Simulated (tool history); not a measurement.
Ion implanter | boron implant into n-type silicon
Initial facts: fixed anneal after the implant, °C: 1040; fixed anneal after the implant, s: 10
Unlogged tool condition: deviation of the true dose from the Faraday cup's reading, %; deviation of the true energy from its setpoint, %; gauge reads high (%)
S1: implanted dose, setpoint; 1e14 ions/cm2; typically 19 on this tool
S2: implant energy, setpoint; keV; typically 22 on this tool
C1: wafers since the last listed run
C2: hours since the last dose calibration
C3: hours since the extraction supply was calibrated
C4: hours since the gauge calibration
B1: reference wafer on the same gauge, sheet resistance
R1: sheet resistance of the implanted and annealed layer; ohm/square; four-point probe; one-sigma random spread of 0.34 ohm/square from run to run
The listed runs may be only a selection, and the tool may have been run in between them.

| run | hour | S1 | S2 | C1 | C2 | C3 | C4 | B1 | R1 |
|---|---|---|---|---|---|---|---|---|---|
| 1 | 0 | 19 | 24 | 0 | 163.3 | 3257.7 | 300 | 65.11 | 60.44 |
| 2 | 99.8 | 19 | 24 | 2491 | 263.1 | 3357.5 | 399.8 | 65.21 | 60.37 |
| 3 | 136.4 | 19 | 22 | 913 | 299.7 | 3394.1 | 436.4 | 65.13 | 60.91 |
| 4 | 191.5 | 15.36 | 28 | 1375 | 354.8 | 3449.2 | 491.5 | 65.27 | 68.92 |
| 5 | 260.9 | 15.36 | 28 | 1732 | 424.2 | 3518.6 | 560.9 | 65.08 | 69.98 |
| 6 | 374.7 | 15.36 | 28 | 2840 | 538 | 3632.4 | 674.7 | 65.2 | 69.82 |
| 7 | 542.5 | 19 | 22 | 4188 | 705.8 | 3800.2 | 842.5 | 65.2 | 61.95 |
| 8 | 650.5 | 19 | 26 | 2696 | 813.8 | 3908.2 | 950.5 | 65.41 | 60.31 |
| 9 | 739.7 | 19 | 22 | 2226 | 903 | 3997.4 | 1039.7 | 65.3 | 61.81 |
| 10 | 785.7 | 19 | 22 | 1148 | 949 | 4043.4 | 1085.7 | 65.32 | 61.94 |
| 11 | 834.5 | 19 | 22 | 1218 | 997.8 | 4092.2 | 1134.5 | 65.09 | 61.58 |
| 12 | 931.2 | 19 | 22 | 2414 | 1094.5 | 4188.9 | 1231.2 | 65.21 | 61.34 |
| 13 | 1005.5 | 19 | 18 | 1854 | 1168.8 | 4263.2 | 1305.5 | 65.17 | 64.6 |
| 14 | 1077.4 | 19 | 18 | 1794 | 1240.7 | 4335.1 | 1377.4 | 65.27 | 65.35 |
| 15 | 1163 | 19 | 17 | 2136 | 1326.3 | 4420.7 | 1463 | 65.2 | 65.77 |
| 16 | 1259.9 | 19 | 20 | 2419 | 1423.2 | 4517.6 | 1559.9 | 65.2 | 63.33 |
| 17 | 1348 | 16.29 | 22 | 2199 | 1511.3 | 4605.7 | 1648 | 65.2 | 68.89 |
| 18 | 1401.6 | 16.59 | 22 | 1338 | 1564.9 | 4659.3 | 1701.6 | 65.17 | 68.38 |
| 19 | 1472.5 | 17.09 | 24.5 | 1769 | 1635.8 | 4730.2 | 1772.5 | 65.19 | 66.22 |
| 20 | 1567.1 | 19 | 22 | 2361 | 1730.4 | 4824.8 | 1867.1 | 65.28 | 62.57 |
|  | 1636.3 | extraction supply calibrated |
| 21 | 1637.6 | 24.65 | 27.5 | 1560 | 1800.9 | 1.3 | 1937.6 | 65.14 | 50.29 |
| 22 | 1688.5 | 19 | 22 | 1270 | 1851.8 | 52.2 | 1988.5 | 65.15 | 62.47 |
| 23 | 1774.7 | 16.17 | 27.5 | 2151 | 1938 | 138.4 | 2074.7 | 65.16 | 68.36 |
|  | 1778.7 | gauge calibrated |
| 24 | 1859.2 | 16.14 | 15 | 2109 | 2022.5 | 222.9 | 80.5 | 65.18 | 75.86 |
| 25 | 1928.7 | 19 | 22 | 1735 | 2092 | 292.4 | 150 | 65.19 | 63.04 |
| 26 | 1986.4 | 19 | 22 | 1440 | 2149.7 | 350.1 | 207.7 | 65.07 | 62.41 |
| 27 | 2038.7 | 19 | 22 | 1305 | 2202 | 402.4 | 260 | 65.12 | 62.4 |
| 28 | 2128.4 | 19 | 18 | 2239 | 2291.7 | 492.1 | 349.7 | 65.19 | 66.04 |

Predict the results of run 29:
| 29 | 2169.4 | 15.36 | 28 | 1023 | 2332.7 | 533.1 | 390.7 | ? | ? |

Run 29 came out at B1 65.14, R1 71.64 ohm/square.
With the hidden condition absent and the run-to-run variation left alone, this run would have shown R1 69.03 ohm/square.
